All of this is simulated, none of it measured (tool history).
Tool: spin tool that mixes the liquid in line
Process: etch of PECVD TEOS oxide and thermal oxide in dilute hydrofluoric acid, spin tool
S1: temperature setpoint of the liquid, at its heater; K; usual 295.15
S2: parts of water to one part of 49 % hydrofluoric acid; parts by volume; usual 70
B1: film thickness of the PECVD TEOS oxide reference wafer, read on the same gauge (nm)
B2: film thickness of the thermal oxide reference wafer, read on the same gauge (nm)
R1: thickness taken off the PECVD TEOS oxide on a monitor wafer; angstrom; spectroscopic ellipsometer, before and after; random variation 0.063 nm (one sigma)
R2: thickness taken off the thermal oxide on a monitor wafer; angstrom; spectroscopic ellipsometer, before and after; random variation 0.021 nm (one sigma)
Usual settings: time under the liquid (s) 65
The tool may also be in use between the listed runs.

Run 1, hour 0.0: usual settings; B1 39.99; B2 140.018. Result: R1 115.6 angstrom, R2 42.15 angstrom.
Run 2, hour 77.5: usual settings; B1 40.00; B2 140.025. Result: R1 115.1 angstrom, R2 42.04 angstrom.
Run 3, hour 149.0: usual settings; B1 40.00; B2 139.996. Result: R1 115.0 angstrom, R2 42.24 angstrom.
Run 4, hour 270.9: usual settings; B1 39.99; B2 140.020. Result: R1 115.8 angstrom, R2 42.15 angstrom.
Run 5, hour 328.8: usual settings; B1 39.99; B2 140.004. Result: R1 114.7 angstrom, R2 42.01 angstrom.
Run 6, hour 374.0: usual settings; B1 40.02; B2 140.001. Result: R1 114.3 angstrom, R2 42.19 angstrom.
Run 7, hour 411.4: usual settings; B1 39.99; B2 139.987. Result: R1 115.6 angstrom, R2 42.06 angstrom.
Run 8, hour 687.4: usual settings; B1 40.03; B2 140.038. Result: R1 116.2 angstrom, R2 42.64 angstrom.
Run 9, hour 760.5: usual settings; B1 39.99; B2 140.026. Result: R1 116.2 angstrom, R2 42.62 angstrom.
At hour 833.0: thermometer replaced.
Run 10, hour 853.5: usual settings; B1 39.99; B2 139.972. Result: R1 113.3 angstrom, R2 41.56 angstrom.
At hour 895.9: hydrofluoric acid flow meter replaced.
Run 11, hour 948.3: usual settings; B1 40.00; B2 140.006. Result: R1 114.2 angstrom, R2 41.69 angstrom.
Run 12, hour 986.3: usual settings; B1 40.01; B2 139.996. Result: R1 113.9 angstrom, R2 41.53 angstrom.
At hour 1021.8: gauge calibrated.
Run 13, hour 1082.7: usual settings but S2 45 parts by volume, time under the liquid (s) 90; B1 39.98; B2 140.011. Result: R1 253.0 angstrom, R2 92.09 angstrom.
Run 14, hour 1170.0: usual settings but S1 297.65 K, time under the liquid (s) 50; B1 40.00; B2 139.984. Result: R1 97.4 angstrom, R2 35.24 angstrom.
Run 15, hour 1262.4: usual settings but S1 291.65 K, S2 55 parts by volume, time under the liquid (s) 95; B1 40.01; B2 139.992. Result: R1 187.3 angstrom, R2 68.33 angstrom.
Run 16, hour 1305.7: usual settings; B1 40.01; B2 140.011. Result: R1 113.7 angstrom, R2 42.03 angstrom.
Run 17, hour 1406.5: usual settings; B1 40.02; B2 139.990. Result: R1 113.8 angstrom, R2 41.85 angstrom.
Run 18, hour 1443.4: usual settings but S2 80 parts by volume; B1 40.00; B2 140.022. Result: R1 99.4 angstrom, R2 36.29 angstrom.
Run 19, hour 1550.1: usual settings but S1 293.65 K, S2 50 parts by volume, time under the liquid (s) 40; B1 39.99; B2 140.012. Result: R1 95.2 angstrom, R2 34.49 angstrom.
Run 20, hour 1747.3: usual settings; B1 40.01; B2 140.001. Result: R1 114.9 angstrom, R2 42.27 angstrom.
Run 21, hour 1847.5: usual settings but S2 80 parts by volume, time under the liquid (s) 30; B1 40.01; B2 140.017. Result: R1 46.1 angstrom, R2 16.74 angstrom.
Run 22, hour 1921.9: usual settings but S1 298.65 K, S2 55 parts by volume, time under the liquid (s) 100; B1 39.98; B2 140.011. Result: R1 264.5 angstrom, R2 96.84 angstrom.
Run 23, hour 1979.7: usual settings; B1 40.01; B2 140.000. Result: R1 115.3 angstrom, R2 42.28 angstrom.
Run 24, hour 2033.1: usual settings but S1 290.65 K, S2 50 parts by volume, time under the liquid (s) 50; B1 40.04; B2 140.000. Result: R1 106.0 angstrom, R2 38.29 angstrom.
Run 25, hour 2133.5: usual settings but S1 293.65 K, S2 55 parts by volume; B1 39.99; B2 140.001. Result: R1 140.7 angstrom, R2 50.93 angstrom.

4 ways to go on from here, each from the tool as it stands after run 25. What would each give?
Run A, hour 2133.9: usual settings; B1 ?; B2 ?. Result: R1 ?, R2 ?.
Run B, hour 2133.9: usual settings but S1 290.65 K, time under the liquid (s) 90; B1 ?; B2 ?. Result: R1 ?, R2 ?.
Run C, hour 2133.9: usual settings but time under the liquid (s) 45; B1 ?; B2 ?. Result: R1 ?, R2 ?.
Run D, hour 2133.9: usual settings but S2 85 parts by volume, time under the liquid (s) 80; B1 ?; B2 ?. Result: R1 ?, R2 ?.

run     B1       B2     R1     R2
  A  39.97  140.007  115.5  42.19
  B  39.97  140.007  132.5  48.40
  C  39.97  140.007   80.0  29.21
  D  39.97  140.007  114.9  41.98
Without the tool's hidden state the same runs would have given:
run     R1     R2
  A  112.9  41.23
  B  129.4  47.26
  C   78.2  28.54
  D  112.4  41.03

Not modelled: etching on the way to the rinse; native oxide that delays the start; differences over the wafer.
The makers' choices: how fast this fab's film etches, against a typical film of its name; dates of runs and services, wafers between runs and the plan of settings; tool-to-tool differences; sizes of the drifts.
